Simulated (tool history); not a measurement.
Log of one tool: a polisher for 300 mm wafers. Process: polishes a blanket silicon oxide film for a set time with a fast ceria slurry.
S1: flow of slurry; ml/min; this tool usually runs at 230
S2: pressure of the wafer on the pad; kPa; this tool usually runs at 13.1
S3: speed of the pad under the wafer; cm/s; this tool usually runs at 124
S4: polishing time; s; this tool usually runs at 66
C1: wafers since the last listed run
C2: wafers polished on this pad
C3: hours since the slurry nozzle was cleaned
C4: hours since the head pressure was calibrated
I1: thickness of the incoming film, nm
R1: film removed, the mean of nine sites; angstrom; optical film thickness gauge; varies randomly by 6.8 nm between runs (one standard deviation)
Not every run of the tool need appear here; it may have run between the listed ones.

run,hour,S1,S2,S3,S4,C1,C2,C3,C4,I1,R1
1,0.0,230,13.1,124,66,0,1274,38.2,86.6,3603.1,9604
2,17.2,230,13.1,124,66,228,1503,55.4,103.8,3539.4,9832
# hour 22.8: worn pad replaced by a new one
3,40.0,230,13.1,124,66,250,228,78.2,126.6,3607.4,9877
4,52.1,230,13.1,124,66,161,389,90.3,138.7,3604.3,9804
5,70.7,230,13.1,124,66,247,636,108.9,157.3,3599.1,9747
6,97.6,230,13.1,124,66,357,994,135.8,184.2,3632.8,9803
7,116.0,230,13.1,124,66,244,1239,154.2,202.6,3551.4,9722
# hour 139.4: worn pad replaced by a new one
8,144.3,230,13.1,124,66,323,64,182.5,230.9,3563.9,9721
9,171.8,230,13.1,124,66,365,430,210.0,258.4,3671.7,9736
10,193.1,230,13.1,124,66,283,714,231.3,279.7,3629.1,9697
11,217.6,230,13.1,124,66,326,1040,255.8,304.2,3553.1,9639
12,251.8,295,13.1,154,66,455,1495,290.0,338.4,3671.7,12301
# hour 257.0: worn pad replaced by a new one
13,281.3,230,13.1,98,61,339,322,319.5,367.9,3615.1,6895
14,308.0,230,13.1,124,50,355,678,346.2,394.6,3619.6,7063
15,343.6,230,13.1,124,66,473,1151,381.8,430.2,3554.0,9226
16,359.4,200,13.1,84,49,210,1362,397.6,446.0,3670.6,4523
# hour 364.6: head pressure recalibrated
17,373.2,230,15.2,124,85,157,1519,411.4,8.6,3602.8,13566
# hour 388.8: worn pad replaced by a new one
18,389.3,230,13.1,124,66,161,6,427.5,24.7,3621.7,9183
19,411.2,230,13.1,150,59,291,297,449.4,46.6,3619.4,9847
20,437.9,270,13.1,124,66,355,653,476.1,73.3,3608.1,9361
# hour 457.3: slurry nozzle cleaned
21,459.6,230,14.5,124,66,275,928,2.3,95.0,3635.3,10595
# hour 506.1: worn pad replaced by a new one
22,525.7,230,9.7,124,66,826,260,68.4,161.1,3618.2,7421
23,538.6,265,11.0,166,83,171,432,81.3,174.0,3570.7,14275
24,580.6,230,13.1,124,66,558,991,123.3,216.0,3592.9,9719
25,598.6,230,13.1,124,66,239,1230,141.3,234.0,3627.8,9650
# hour 614.8: worn pad replaced by a new one
26,631.1,230,13.1,124,66,379,216,173.8,266.5,3597.2,9601

Measured minus without-hidden-state, run by run (identical run-to-run variation in each term; gauge scatter may differ):
The hidden state here: removal rate lost through wear of the pad, %; slurry flow missing at the pad, %; deviation of the head's pressure from its setpoint, %.
run,R1
1,-33
2,-37
3,-44
4,-48
5,-56
6,-71
7,-83
8,-105
9,-132
10,-155
11,-186
12,-235
13,-210
14,-258
15,-430
16,-272
17,-772
18,-582
19,-725
20,-700
21,-22
22,-22
23,-42
24,-52
25,-62
26,-84
